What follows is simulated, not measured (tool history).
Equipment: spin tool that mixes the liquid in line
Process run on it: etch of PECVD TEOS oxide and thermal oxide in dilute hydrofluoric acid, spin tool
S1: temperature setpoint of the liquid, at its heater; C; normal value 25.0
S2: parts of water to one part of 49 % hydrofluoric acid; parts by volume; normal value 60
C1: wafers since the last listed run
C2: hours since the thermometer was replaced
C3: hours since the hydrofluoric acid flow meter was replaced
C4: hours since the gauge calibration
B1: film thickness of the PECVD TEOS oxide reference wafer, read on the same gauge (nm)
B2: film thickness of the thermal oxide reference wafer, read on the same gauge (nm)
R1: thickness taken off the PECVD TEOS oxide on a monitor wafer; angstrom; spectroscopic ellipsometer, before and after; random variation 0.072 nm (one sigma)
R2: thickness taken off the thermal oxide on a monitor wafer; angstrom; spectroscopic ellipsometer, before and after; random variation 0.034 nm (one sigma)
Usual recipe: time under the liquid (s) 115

Run 1, hour 0.0: usual settings but time under the liquid (s) 170; C1 0; C2 1233.5; C3 319.7; C4 319.8; B1 70.00; B2 89.98. Result: R1 304.7 angstrom, R2 153.4 angstrom.
Run 2, hour 45.9: usual settings but time under the liquid (s) 175; C1 484; C2 1279.4; C3 365.6; C4 365.7; B1 70.02; B2 90.03. Result: R1 314.0 angstrom, R2 157.2 angstrom.
Run 3, hour 126.4: usual settings but S1 21.5 C, time under the liquid (s) 140; C1 849; C2 1359.9; C3 446.1; C4 446.2; B1 69.99; B2 89.97. Result: R1 216.4 angstrom, R2 108.8 angstrom.
Run 4, hour 380.7: usual settings; C1 2684; C2 1614.2; C3 700.4; C4 700.5; B1 69.98; B2 90.01. Result: R1 205.3 angstrom, R2 103.3 angstrom.
Run 5, hour 417.1: usual settings but time under the liquid (s) 180; C1 384; C2 1650.6; C3 736.8; C4 736.9; B1 70.01; B2 90.01. Result: R1 322.6 angstrom, R2 162.1 angstrom.
At hour 479.2: thermometer replaced.
Run 6, hour 487.9: usual settings but S1 28.5 C, S2 85 parts by volume, time under the liquid (s) 90; C1 736; C2 8.7; C3 807.6; C4 807.7; B1 70.01; B2 89.98. Result: R1 126.5 angstrom, R2 63.3 angstrom.
Run 7, hour 541.9: usual settings but S2 70 parts by volume; C1 570; C2 62.7; C3 861.6; C4 861.7; B1 69.99; B2 89.96. Result: R1 174.2 angstrom, R2 87.1 angstrom.
Run 8, hour 644.3: usual settings but S1 28.0 C, S2 75 parts by volume, time under the liquid (s) 65; C1 1081; C2 165.1; C3 964.0; C4 964.1; B1 69.98; B2 89.99. Result: R1 102.7 angstrom, R2 51.5 angstrom.
Run 9, hour 720.4: usual settings; C1 803; C2 241.2; C3 1040.1; C4 1040.2; B1 69.99; B2 90.01. Result: R1 207.0 angstrom, R2 103.5 angstrom.
Run 10, hour 782.1: usual settings but S1 20.5 C, S2 35 parts by volume, time under the liquid (s) 150; C1 651; C2 302.9; C3 1101.8; C4 1101.9; B1 70.01; B2 89.99. Result: R1 396.3 angstrom, R2 198.5 angstrom.
Run 11, hour 823.0: usual settings but S2 45 parts by volume, time under the liquid (s) 90; C1 431; C2 343.8; C3 1142.7; C4 1142.8; B1 70.00; B2 90.02. Result: R1 218.9 angstrom, R2 109.9 angstrom.
At hour 896.0: hydrofluoric acid flow meter replaced.
Run 12, hour 919.4: usual settings; C1 1007; C2 440.2; C3 23.4; C4 1239.2; B1 69.99; B2 89.98. Result: R1 206.8 angstrom, R2 103.3 angstrom.
Run 13, hour 1024.0: usual settings; C1 1104; C2 544.8; C3 128.0; C4 1343.8; B1 69.99; B2 90.00. Result: R1 205.2 angstrom, R2 103.4 angstrom.
Run 14, hour 1084.2: usual settings; C1 635; C2 605.0; C3 188.2; C4 1404.0; B1 70.01; B2 90.01. Result: R1 205.5 angstrom, R2 103.3 angstrom.
Run 15, hour 1162.6: usual settings but S2 80 parts by volume; C1 827; C2 683.4; C3 266.6; C4 1482.4; B1 70.00; B2 90.01. Result: R1 150.3 angstrom, R2 75.4 angstrom.
Run 16, hour 1235.7: usual settings; C1 771; C2 756.5; C3 339.7; C4 1555.5; B1 69.99; B2 89.98. Result: R1 205.2 angstrom, R2 103.3 angstrom.
Run 17, hour 1303.8: usual settings but S1 21.0 C, S2 70 parts by volume, time under the liquid (s) 90; C1 718; C2 824.6; C3 407.8; C4 1623.6; B1 69.97; B2 90.00. Result: R1 115.1 angstrom, R2 57.8 angstrom.
Run 18, hour 1360.2: usual settings; C1 595; C2 881.0; C3 464.2; C4 1680.0; B1 69.97; B2 90.00. Result: R1 205.7 angstrom, R2 103.3 angstrom.
Run 19, hour 1569.4: usual settings but S1 27.0 C, S2 85 parts by volume, time under the liquid (s) 175; C1 2208; C2 1090.2; C3 673.4; C4 1889.2; B1 70.00; B2 89.99. Result: R1 231.7 angstrom, R2 115.9 angstrom.
Run 20, hour 1677.0: usual settings but S1 20.5 C, S2 90 parts by volume, time under the liquid (s) 55; C1 1136; C2 1197.8; C3 781.0; C4 1996.8; B1 70.00; B2 90.00. Result: R1 52.3 angstrom, R2 26.4 angstrom.
Run 21, hour 1730.1: usual settings but S1 21.0 C, S2 50 parts by volume, time under the liquid (s) 165; C1 560; C2 1250.9; C3 834.1; C4 2049.9; B1 69.99; B2 89.98. Result: R1 305.5 angstrom, R2 153.1 angstrom.
Run 22, hour 1802.0: usual settings but S2 40 parts by volume, time under the liquid (s) 90; C1 759; C2 1322.8; C3 906.0; C4 2121.8; B1 70.01; B2 90.00. Result: R1 248.7 angstrom, R2 124.7 angstrom.
Run 23, hour 1840.7: usual settings but S1 29.5 C, S2 75 parts by volume; C1 408; C2 1361.5; C3 944.7; C4 2160.5; B1 69.99; B2 89.97. Result: R1 191.9 angstrom, R2 96.1 angstrom.

Estimate the outcome of run 24 from the log above:
Run 24, hour 1914.2: usual settings; C1 776; C2 1435.0; C3 1018.2; C4 2234.0; B1 ?; B2 ?. Result: R1 ?, R2 ?.

B1: 70.00
B2: 89.96
R1: 206.0 angstrom
R2: 103.0 angstrom
Were there no unlogged condition in the tool, this run, its random variation unchanged, would have produced R1 206.0 angstrom, R2 103.0 angstrom.
